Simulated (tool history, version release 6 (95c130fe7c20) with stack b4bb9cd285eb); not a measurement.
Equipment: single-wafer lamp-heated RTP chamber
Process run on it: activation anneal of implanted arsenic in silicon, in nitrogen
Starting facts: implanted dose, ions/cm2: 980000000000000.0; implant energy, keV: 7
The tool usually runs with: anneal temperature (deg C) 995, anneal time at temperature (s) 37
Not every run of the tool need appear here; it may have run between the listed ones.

| run | hour | anneal temperature (deg C) | anneal time at temperature (s) | wafers since the last listed run | wafers since the last pyrometer calibration | wafers since the reflector plate was cleaned | hours since the gauge calibration | read-back reference wafer on the same gauge, sheet resistance | sheet resistance of the implanted and annealed layer (ohm/square) |
|---|---|---|---|---|---|---|---|---|---|
| 1 | 0.0 | 995 | 37 | 0 | 4072 | 8507 | 2119.1 | 176.17 | 145.75 |
| 2 | 24.8 | 995 | 37 | 294 | 4367 | 8802 | 2143.9 | 176.04 | 144.33 |
| 3 | 50.8 | 995 | 37 | 308 | 4676 | 9111 | 2169.9 | 175.85 | 145.08 |
| 4 | 86.9 | 995 | 37 | 428 | 5105 | 9539 | 2206.0 | 175.89 | 144.80 |
| 5 | 142.6 | 995 | 37 | 661 | 5767 | 10201 | 2261.7 | 175.88 | 143.64 |
| 6 | 193.1 | 1014 | 37 | 600 | 6367 | 10801 | 2312.2 | 175.77 | 129.82 |
| 7 | 252.1 | 1014 | 37 | 701 | 7068 | 11502 | 2371.2 | 175.79 | 129.81 |
| 8 | 291.7 | 1014 | 37 | 470 | 7538 | 11973 | 2410.8 | 176.02 | 129.35 |
|  | 308.2 | pyrometer window cleaned and pyrometer calibrated |
| 9 | 333.0 | 995 | 37 | 395 | 294 | 12369 | 2452.1 | 175.96 | 142.33 |
| 10 | 365.4 | 995 | 37 | 384 | 679 | 12754 | 2484.5 | 176.15 | 143.29 |
|  | 520.8 | reflector plate cleaned |
| 11 | 575.5 | 995 | 37 | 2401 | 3081 | 649 | 2694.6 | 176.09 | 146.33 |
| 12 | 616.6 | 995 | 37 | 488 | 3569 | 1138 | 2735.7 | 176.25 | 146.58 |
|  | 652.0 | gauge calibrated |
| 13 | 669.9 | 995 | 37 | 633 | 4203 | 1771 | 17.9 | 176.16 | 146.61 |
| 14 | 741.7 | 982 | 58 | 853 | 5056 | 2624 | 89.7 | 175.92 | 143.24 |
| 15 | 781.8 | 974 | 30 | 476 | 5532 | 3100 | 129.8 | 176.20 | 171.27 |
|  | 935.0 | pyrometer window cleaned and pyrometer calibrated |
| 16 | 957.7 | 980 | 55 | 1995 | 270 | 5096 | 305.7 | 175.88 | 148.86 |
| 17 | 1006.0 | 967 | 24 | 573 | 844 | 5669 | 354.0 | 176.01 | 184.20 |
| 18 | 1052.7 | 975 | 37 | 554 | 1398 | 6224 | 400.7 | 175.76 | 164.07 |
| 19 | 1103.8 | 995 | 31 | 607 | 2006 | 6831 | 451.8 | 176.01 | 150.72 |
| 20 | 1128.0 | 995 | 37 | 287 | 2293 | 7119 | 476.0 | 176.29 | 146.44 |
| 21 | 1172.1 | 987 | 37 | 524 | 2817 | 7643 | 520.1 | 176.22 | 152.73 |
| 22 | 1225.1 | 978 | 48 | 629 | 3447 | 8273 | 573.1 | 176.40 | 152.13 |
| 23 | 1397.9 | 972 | 24 | 2053 | 5500 | 10326 | 745.9 | 176.02 | 179.49 |
| 24 | 1454.1 | 975 | 37 | 667 | 6168 | 10994 | 802.1 | 176.02 | 161.95 |
|  | 1505.5 | pyrometer window cleaned and pyrometer calibrated |
| 25 | 1519.5 | 972 | 44 | 682 | 166 | 11676 | 867.5 | 175.88 | 158.15 |
|  | 1570.0 | reflector plate cleaned |
| 26 | 1571.8 | 1004 | 37 | 526 | 692 | 20 | 919.8 | 175.85 | 138.85 |
| 27 | 1623.1 | 995 | 22 | 609 | 1301 | 630 | 971.1 | 176.03 | 162.04 |
| 28 | 1676.6 | 995 | 37 | 635 | 1937 | 1266 | 1024.6 | 175.76 | 146.38 |
| 29 | 1746.2 | 1020 | 17 | 826 | 2764 | 2093 | 1094.2 | 176.03 | 148.83 |
| 30 | 1789.5 | 1012 | 19 | 514 | 3279 | 2607 | 1137.5 | 175.85 | 151.24 |
| 31 | 1916.3 | 1013 | 31 | 1506 | 4785 | 4114 | 1264.3 | 175.97 | 136.79 |
| 32 | 1965.6 | 971 | 18 | 585 | 5371 | 4700 | 1313.6 | 176.11 | 189.12 |
| 33 | 2022.1 | 1007 | 37 | 671 | 6042 | 5371 | 1370.1 | 175.91 | 135.60 |
|  | 2042.7 | pyrometer window cleaned and pyrometer calibrated |
| 34 | 2058.7 | 1012 | 24 | 339 | 189 | 5711 | 1406.7 | 176.31 | 144.56 |
| 35 | 2090.2 | 1017 | 48 | 374 | 564 | 6085 | 1438.2 | 176.04 | 124.77 |
| 36 | 2149.3 | 995 | 37 | 702 | 1266 | 6787 | 1497.3 | 176.02 | 145.81 |

Some steps in sheet resistance of the implanted and annealed layer (ohm/square) between neighbouring runs. How much of each would the tool show without its hidden state too (settings, what came in, random variation), and how much is left for the hidden state, with any gauge scatter that isn't in both results?
Hidden conditions of the tool in this case: true wafer temperature minus pyrometer reading, K; wafer temperature error from the tarnished reflector plate, K; gauge reads high (%).
Run 8 -> 9: anneal temperature (deg C) 1014 -> 995, pyrometer window cleaned and pyrometer calibrated. sheet resistance of the implanted and annealed layer (ohm/square) +12.98: hidden state -1.49, all else +14.47.
Run 10 -> 11: reflector plate cleaned. sheet resistance of the implanted and annealed layer (ohm/square) +3.04: hidden state +4.75, all else -1.71.
Run 16 -> 17: anneal temperature (deg C) 980 -> 967, anneal time at temperature (s) 55 -> 24. sheet resistance of the implanted and annealed layer (ohm/square) +35.34: hidden state -0.26, all else +35.60.
Run 25 -> 26: anneal temperature (deg C) 972 -> 1004, anneal time at temperature (s) 44 -> 37, reflector plate cleaned. sheet resistance of the implanted and annealed layer (ohm/square) -19.30: hidden state +3.90, all else -23.20.
Run 31 -> 32: anneal temperature (deg C) 1013 -> 971, anneal time at temperature (s) 31 -> 18. sheet resistance of the implanted and annealed layer (ohm/square) +52.33: hidden state -0.30, all else +52.63.
Run 32 -> 33: anneal temperature (deg C) 971 -> 1007, anneal time at temperature (s) 18 -> 37. sheet resistance of the implanted and annealed layer (ohm/square) -53.52: hidden state +0.01, all else -53.53.

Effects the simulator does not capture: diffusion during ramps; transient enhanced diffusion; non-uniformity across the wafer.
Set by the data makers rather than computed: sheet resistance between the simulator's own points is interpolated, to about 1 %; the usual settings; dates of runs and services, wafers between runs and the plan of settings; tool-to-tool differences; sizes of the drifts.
